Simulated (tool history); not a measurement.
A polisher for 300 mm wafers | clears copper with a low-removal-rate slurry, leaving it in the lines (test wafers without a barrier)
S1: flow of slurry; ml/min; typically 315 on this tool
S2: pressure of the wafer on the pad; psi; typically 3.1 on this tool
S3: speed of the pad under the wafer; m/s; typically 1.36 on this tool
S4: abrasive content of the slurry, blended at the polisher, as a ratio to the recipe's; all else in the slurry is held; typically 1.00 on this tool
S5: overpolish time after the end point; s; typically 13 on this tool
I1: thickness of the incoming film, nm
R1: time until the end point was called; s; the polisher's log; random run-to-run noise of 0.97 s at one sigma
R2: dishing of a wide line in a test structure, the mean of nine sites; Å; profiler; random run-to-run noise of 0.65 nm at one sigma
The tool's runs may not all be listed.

Run 1, hour 0.0: usual settings; I1 341.6. Result: R1 94.1 s, R2 291 Å.
Run 2, hour 14.1: usual settings but S5 17 s; I1 348.0. Result: R1 94.4 s, R2 351 Å.
Run 3, hour 20.9: usual settings but S3 1.58 m/s; I1 350.1. Result: R1 81.8 s, R2 340 Å.
Run 4, hour 39.4: usual settings but S3 1.58 m/s; I1 340.2. Result: R1 81.7 s, R2 330 Å.
At hour 56.7: slurry blender recalibrated.
Run 5, hour 57.2: usual settings but S3 1.58 m/s; I1 346.0. Result: R1 82.0 s, R2 335 Å.
Run 6, hour 66.2: usual settings but S2 2.4 psi, S5 17 s; I1 346.9. Result: R1 125.7 s, R2 302 Å.
Run 7, hour 72.8: usual settings but S2 2.4 psi, S5 17 s; I1 351.0. Result: R1 128.4 s, R2 294 Å.
Run 8, hour 78.8: usual settings; I1 345.7. Result: R1 97.6 s, R2 297 Å.
Run 9, hour 91.8: usual settings but S1 230 ml/min, S4 1.05; I1 344.4. Result: R1 100.4 s, R2 285 Å.
Run 10, hour 107.9: usual settings but S1 230 ml/min, S4 1.05; I1 348.1. Result: R1 102.7 s, R2 283 Å.
At hour 121.4: worn pad replaced by a new one.
Run 11, hour 122.3: usual settings; I1 346.1. Result: R1 89.8 s, R2 315 Å.
Run 12, hour 135.0: usual settings; I1 352.1. Result: R1 93.0 s, R2 302 Å.
Run 13, hour 166.4: usual settings; I1 339.2. Result: R1 89.8 s, R2 314 Å.
Run 14, hour 176.2: usual settings but S4 1.20; I1 343.0. Result: R1 87.5 s, R2 314 Å.
At hour 182.7: slurry blender recalibrated.
Run 15, hour 187.9: usual settings; I1 344.3. Result: R1 92.6 s, R2 301 Å.
Run 16, hour 194.2: usual settings; I1 347.5. Result: R1 91.9 s, R2 297 Å.
Run 17, hour 210.8: usual settings but S1 345 ml/min, S2 2.1 psi, S4 0.75; I1 341.5. Result: R1 140.4 s, R2 216 Å.
At hour 221.4: head pressure recalibrated.
Run 18, hour 221.9: usual settings; I1 343.1. Result: R1 92.5 s, R2 314 Å.
Run 19, hour 229.4: usual settings but S2 3.6 psi, S5 8 s; I1 349.8. Result: R1 82.0 s, R2 248 Å.
Run 20, hour 240.0: usual settings; I1 347.1. Result: R1 92.8 s, R2 314 Å.
At hour 260.2: slurry nozzle cleaned.
Run 21, hour 291.9: usual settings but S1 225 ml/min, S5 19 s; I1 343.2. Result: R1 99.9 s, R2 365 Å.
Run 22, hour 304.4: usual settings but S2 3.8 psi, S3 0.94 m/s, S4 1.15, S5 18 s; I1 345.3. Result: R1 115.0 s, R2 333 Å.
Run 23, hour 316.7: usual settings but S1 365 ml/min, S2 3.6 psi, S4 1.10; I1 346.1. Result: R1 83.9 s, R2 325 Å.
At hour 319.3: slurry blender recalibrated.
At hour 329.3: worn pad replaced by a new one.
Run 24, hour 332.7: usual settings but S3 1.82 m/s, S5 21 s; I1 343.0. Result: R1 67.7 s, R2 498 Å.

What will run 25 give?
Run 25, hour 338.8: usual settings; I1 344.3. Result: R1 ?, R2 ?.

{"run 25": {"R1": 90.3, "R2": 304}}
Without the tool's hidden state the same run would have given R1 89.5 s, R2 306 Å.

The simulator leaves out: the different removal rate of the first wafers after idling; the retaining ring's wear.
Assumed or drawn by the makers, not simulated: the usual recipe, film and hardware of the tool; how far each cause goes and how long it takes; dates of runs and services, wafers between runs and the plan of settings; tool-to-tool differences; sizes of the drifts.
